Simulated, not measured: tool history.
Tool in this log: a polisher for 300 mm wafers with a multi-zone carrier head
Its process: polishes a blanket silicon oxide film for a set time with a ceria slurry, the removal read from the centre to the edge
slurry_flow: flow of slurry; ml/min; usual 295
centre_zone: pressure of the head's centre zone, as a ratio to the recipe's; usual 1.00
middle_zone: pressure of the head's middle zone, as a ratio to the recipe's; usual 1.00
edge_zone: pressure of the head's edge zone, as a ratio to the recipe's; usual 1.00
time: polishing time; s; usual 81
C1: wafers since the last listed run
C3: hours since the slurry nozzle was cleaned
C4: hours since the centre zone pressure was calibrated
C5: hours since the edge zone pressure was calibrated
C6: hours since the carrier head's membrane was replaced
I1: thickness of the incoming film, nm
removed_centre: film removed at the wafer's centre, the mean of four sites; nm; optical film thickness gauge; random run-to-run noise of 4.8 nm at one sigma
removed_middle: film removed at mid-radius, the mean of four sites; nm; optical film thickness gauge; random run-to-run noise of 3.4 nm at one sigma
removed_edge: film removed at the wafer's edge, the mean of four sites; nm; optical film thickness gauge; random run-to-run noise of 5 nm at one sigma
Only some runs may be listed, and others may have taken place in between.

{"run": 1, "hour": 0.0, "slurry_flow": 295, "centre_zone": 1.0, "middle_zone": 0.96, "edge_zone": 1.0, "time": 91, "C1": 0, "wafers polished on this pad": 2826, "C3": 435.2, "C4": 251.9, "C5": 793.5, "C6": 11.2, "I1": 1301.5, "removed_centre": 462.3, "removed_middle": 444.4, "removed_edge": 450.7}
{"run": 2, "hour": 52.6, "slurry_flow": 295, "centre_zone": 1.0, "middle_zone": 1.0, "edge_zone": 1.0, "time": 81, "C1": 345, "wafers polished on this pad": 3171, "C3": 487.8, "C4": 304.5, "C5": 846.1, "C6": 63.8, "I1": 1269.1, "removed_centre": 401.1, "removed_middle": 397.7, "removed_edge": 392.3}
{"hour": 60.1, "done": "worn pad replaced by a new one"}
{"run": 3, "hour": 113.6, "slurry_flow": 295, "centre_zone": 1.0, "middle_zone": 1.0, "edge_zone": 1.0, "time": 81, "C1": 373, "wafers polished on this pad": 351, "C3": 548.8, "C4": 365.5, "C5": 907.1, "C6": 124.8, "I1": 1281.0, "removed_centre": 410.2, "removed_middle": 402.3, "removed_edge": 393.7}
{"run": 4, "hour": 168.8, "slurry_flow": 295, "centre_zone": 1.0, "middle_zone": 1.0, "edge_zone": 1.0, "time": 81, "C1": 362, "wafers polished on this pad": 713, "C3": 604.0, "C4": 420.7, "C5": 962.3, "C6": 180.0, "I1": 1278.1, "removed_centre": 403.0, "removed_middle": 402.2, "removed_edge": 394.0}
{"run": 5, "hour": 222.9, "slurry_flow": 195, "centre_zone": 1.0, "middle_zone": 1.0, "edge_zone": 0.9, "time": 81, "C1": 354, "wafers polished on this pad": 1068, "C3": 658.1, "C4": 474.8, "C5": 1016.4, "C6": 234.1, "I1": 1270.4, "removed_centre": 373.5, "removed_middle": 369.7, "removed_edge": 359.4}
{"hour": 230.1, "done": "slurry nozzle cleaned"}
{"hour": 232.6, "done": "centre zone pressure recalibrated"}
{"run": 6, "hour": 272.9, "slurry_flow": 295, "centre_zone": 1.11, "middle_zone": 1.05, "edge_zone": 1.0, "time": 59, "C1": 308, "wafers polished on this pad": 1376, "C3": 42.8, "C4": 40.3, "C5": 1066.4, "C6": 284.1, "I1": 1284.3, "removed_centre": 333.3, "removed_middle": 310.0, "removed_edge": 299.2}
{"run": 7, "hour": 336.9, "slurry_flow": 295, "centre_zone": 1.0, "middle_zone": 1.0, "edge_zone": 0.96, "time": 101, "C1": 419, "wafers polished on this pad": 1796, "C3": 106.8, "C4": 104.3, "C5": 1130.4, "C6": 348.1, "I1": 1261.6, "removed_centre": 534.0, "removed_middle": 508.8, "removed_edge": 505.5}
{"run": 8, "hour": 397.9, "slurry_flow": 350, "centre_zone": 1.0, "middle_zone": 0.91, "edge_zone": 1.07, "time": 57, "C1": 400, "wafers polished on this pad": 2196, "C3": 167.8, "C4": 165.3, "C5": 1191.4, "C6": 409.1, "I1": 1278.8, "removed_centre": 296.5, "removed_middle": 271.8, "removed_edge": 298.4}
{"run": 9, "hour": 444.0, "slurry_flow": 295, "centre_zone": 1.0, "middle_zone": 1.0, "edge_zone": 1.0, "time": 64, "C1": 302, "wafers polished on this pad": 2499, "C3": 213.9, "C4": 211.4, "C5": 1237.5, "C6": 455.2, "I1": 1258.1, "removed_centre": 334.7, "removed_middle": 328.8, "removed_edge": 321.6}
{"hour": 459.1, "done": "worn pad replaced by a new one"}
{"run": 10, "hour": 491.8, "slurry_flow": 295, "centre_zone": 1.08, "middle_zone": 1.0, "edge_zone": 1.0, "time": 81, "C1": 287, "wafers polished on this pad": 214, "C3": 261.7, "C4": 259.2, "C5": 1285.3, "C6": 503.0, "I1": 1273.4, "removed_centre": 436.4, "removed_middle": 414.3, "removed_edge": 409.7}
{"run": 11, "hour": 542.3, "slurry_flow": 295, "centre_zone": 1.0, "middle_zone": 0.94, "edge_zone": 0.93, "time": 91, "C1": 331, "wafers polished on this pad": 545, "C3": 312.2, "C4": 309.7, "C5": 1335.8, "C6": 553.5, "I1": 1300.9, "removed_centre": 470.2, "removed_middle": 438.1, "removed_edge": 437.9}
{"hour": 545.1, "done": "edge zone pressure recalibrated"}
{"run": 12, "hour": 606.7, "slurry_flow": 295, "centre_zone": 0.92, "middle_zone": 0.94, "edge_zone": 1.0, "time": 81, "C1": 409, "wafers polished on this pad": 955, "C3": 376.6, "C4": 374.1, "C5": 61.6, "C6": 617.9, "I1": 1293.1, "removed_centre": 395.5, "removed_middle": 386.3, "removed_edge": 402.6}
{"run": 13, "hour": 667.3, "slurry_flow": 295, "centre_zone": 1.0, "middle_zone": 1.0, "edge_zone": 1.0, "time": 81, "C1": 397, "wafers polished on this pad": 1352, "C3": 437.2, "C4": 434.7, "C5": 122.2, "C6": 678.5, "I1": 1297.8, "removed_centre": 418.6, "removed_middle": 403.3, "removed_edge": 398.3}
{"hour": 697.3, "done": "centre zone pressure recalibrated"}
{"run": 14, "hour": 717.1, "slurry_flow": 390, "centre_zone": 1.0, "middle_zone": 1.0, "edge_zone": 0.88, "time": 62, "C1": 313, "wafers polished on this pad": 1666, "C3": 487.0, "C4": 19.8, "C5": 172.0, "C6": 728.3, "I1": 1282.7, "removed_centre": 321.8, "removed_middle": 321.4, "removed_edge": 300.0}
{"run": 15, "hour": 752.7, "slurry_flow": 225, "centre_zone": 0.9, "middle_zone": 1.0, "edge_zone": 1.05, "time": 68, "C1": 233, "wafers polished on this pad": 1900, "C3": 522.6, "C4": 55.4, "C5": 207.6, "C6": 763.9, "I1": 1286.1, "removed_centre": 305.1, "removed_middle": 328.2, "removed_edge": 336.8}
{"hour": 793.4, "done": "carrier head's membrane replaced by a new one"}
{"run": 16, "hour": 814.8, "slurry_flow": 295, "centre_zone": 1.0, "middle_zone": 1.0, "edge_zone": 1.0, "time": 81, "C1": 374, "wafers polished on this pad": 2274, "C3": 584.7, "C4": 117.5, "C5": 269.7, "C6": 21.4, "I1": 1289.2, "removed_centre": 404.3, "removed_middle": 397.5, "removed_edge": 395.8}
{"hour": 848.6, "done": "slurry nozzle cleaned"}
{"run": 17, "hour": 854.4, "slurry_flow": 210, "centre_zone": 1.0, "middle_zone": 0.92, "edge_zone": 1.0, "time": 106, "C1": 253, "wafers polished on this pad": 2528, "C3": 5.8, "C4": 157.1, "C5": 309.3, "C6": 61.0, "I1": 1289.2, "removed_centre": 527.9, "removed_middle": 485.1, "removed_edge": 525.3}
{"hour": 901.9, "done": "worn pad replaced by a new one"}
{"run": 18, "hour": 913.0, "slurry_flow": 295, "centre_zone": 1.07, "middle_zone": 1.0, "edge_zone": 1.0, "time": 81, "C1": 358, "wafers polished on this pad": 72, "C3": 64.4, "C4": 215.7, "C5": 367.9, "C6": 119.6, "I1": 1256.8, "removed_centre": 448.5, "removed_middle": 410.3, "removed_edge": 406.0}
{"run": 19, "hour": 941.6, "slurry_flow": 295, "centre_zone": 1.1, "middle_zone": 0.89, "edge_zone": 1.0, "time": 81, "C1": 187, "wafers polished on this pad": 260, "C3": 93.0, "C4": 244.3, "C5": 396.5, "C6": 148.2, "I1": 1280.3, "removed_centre": 451.0, "removed_middle": 374.9, "removed_edge": 406.6}
{"run": 20, "hour": 1138.9, "slurry_flow": 295, "centre_zone": 1.0, "middle_zone": 1.0, "edge_zone": 1.0, "time": 98, "C1": 1294, "wafers polished on this pad": 1554, "C3": 290.3, "C4": 441.6, "C5": 593.8, "C6": 345.5, "I1": 1277.8, "removed_centre": 501.3, "removed_middle": 503.5, "removed_edge": 493.0}
{"hour": 1178.3, "done": "centre zone pressure recalibrated"}
{"run": 21, "hour": 1191.5, "slurry_flow": 295, "centre_zone": 1.0, "middle_zone": 0.92, "edge_zone": 1.0, "time": 81, "C1": 332, "wafers polished on this pad": 1886, "C3": 342.9, "C4": 13.2, "C5": 646.4, "C6": 398.1, "I1": 1277.2, "removed_centre": 412.1, "removed_middle": 375.5, "removed_edge": 400.5}
{"run": 22, "hour": 1216.6, "slurry_flow": 295, "centre_zone": 1.0, "middle_zone": 1.0, "edge_zone": 1.0, "time": 95, "C1": 164, "wafers polished on this pad": 2051, "C3": 368.0, "C4": 38.3, "C5": 671.5, "C6": 423.2, "I1": 1272.5, "removed_centre": 491.6, "removed_middle": 474.1, "removed_edge": 478.9}

Take each entry between the runs: how does the hidden state at the last listed run before it differ from the hidden state at the first listed run after it?
In the gap between runs 2 and 3: worn pad replaced by a new one (hour 60.1)
  slurry flow missing at the pad, %: 19.6 -> 23.9
  what was measured, less what the result would be without the hidden state, removed_centre: -10.0 -> -13.2 nm; removed_middle: -9.0 -> -11.6 nm; removed_edge: -6.6 -> -8.6 nm
In the gap between runs 5 and 6: slurry nozzle cleaned (hour 230.1); centre zone pressure recalibrated (hour 232.6)
  slurry flow missing at the pad, %: 32.8 -> 1.39
  what was measured, less what the result would be without the hidden state, removed_centre: -27.8 -> -0.4 nm; removed_middle: -24.4 -> -0.4 nm; removed_edge: -17.0 -> -0.3 nm
In the gap between runs 9 and 10: worn pad replaced by a new one (hour 459.1)
  slurry flow missing at the pad, %: 4.37 -> 5.91
  what was measured, less what the result would be without the hidden state, removed_centre: -1.6 -> -2.8 nm; removed_middle: -1.3 -> -2.4 nm; removed_edge: -1.1 -> -1.8 nm
In the gap between runs 11 and 12: edge zone pressure recalibrated (hour 545.1)
  slurry flow missing at the pad, %: 7.88 -> 10.9
  what was measured, less what the result would be without the hidden state, removed_centre: -4.1 -> -5.0 nm; removed_middle: -3.4 -> -4.4 nm; removed_edge: -2.6 -> -3.5 nm
In the gap between runs 13 and 14: centre zone pressure recalibrated (hour 697.3)
  slurry flow missing at the pad, %: 14.2 -> 17.3
  what was measured, less what the result would be without the hidden state, removed_centre: -7.1 -> -5.3 nm; removed_middle: -6.1 -> -4.8 nm; removed_edge: -4.6 -> -3.4 nm
In the gap between runs 15 and 16: carrier head's membrane replaced by a new one (hour 793.4)
  slurry flow missing at the pad, %: 19.8 -> 24.4
  what was measured, less what the result would be without the hidden state, removed_centre: -10.0 -> -13.4 nm; removed_middle: -9.6 -> -11.9 nm; removed_edge: -7.2 -> -8.9 nm
In the gap between runs 16 and 17: slurry nozzle cleaned (hour 848.6)
  slurry flow missing at the pad, %: 24.4 -> 1.89
  what was measured, less what the result would be without the hidden state, removed_centre: -13.4 -> -1.4 nm; removed_middle: -11.9 -> -1.2 nm; removed_edge: -8.9 -> -0.9 nm
In the gap between runs 17 and 18: worn pad replaced by a new one (hour 901.9)
  slurry flow missing at the pad, %: 1.89 -> 2.17
  what was measured, less what the result would be without the hidden state, removed_centre: -1.4 -> -1.0 nm; removed_middle: -1.2 -> -0.8 nm; removed_edge: -0.9 -> -0.6 nm
In the gap between runs 20 and 21: centre zone pressure recalibrated (hour 1178.3)
  slurry flow missing at the pad, %: 7.6 -> 9.85
  what was measured, less what the result would be without the hidden state, removed_centre: -4.2 -> -4.6 nm; removed_middle: -3.8 -> -3.8 nm; removed_edge: -2.9 -> -3.0 nm
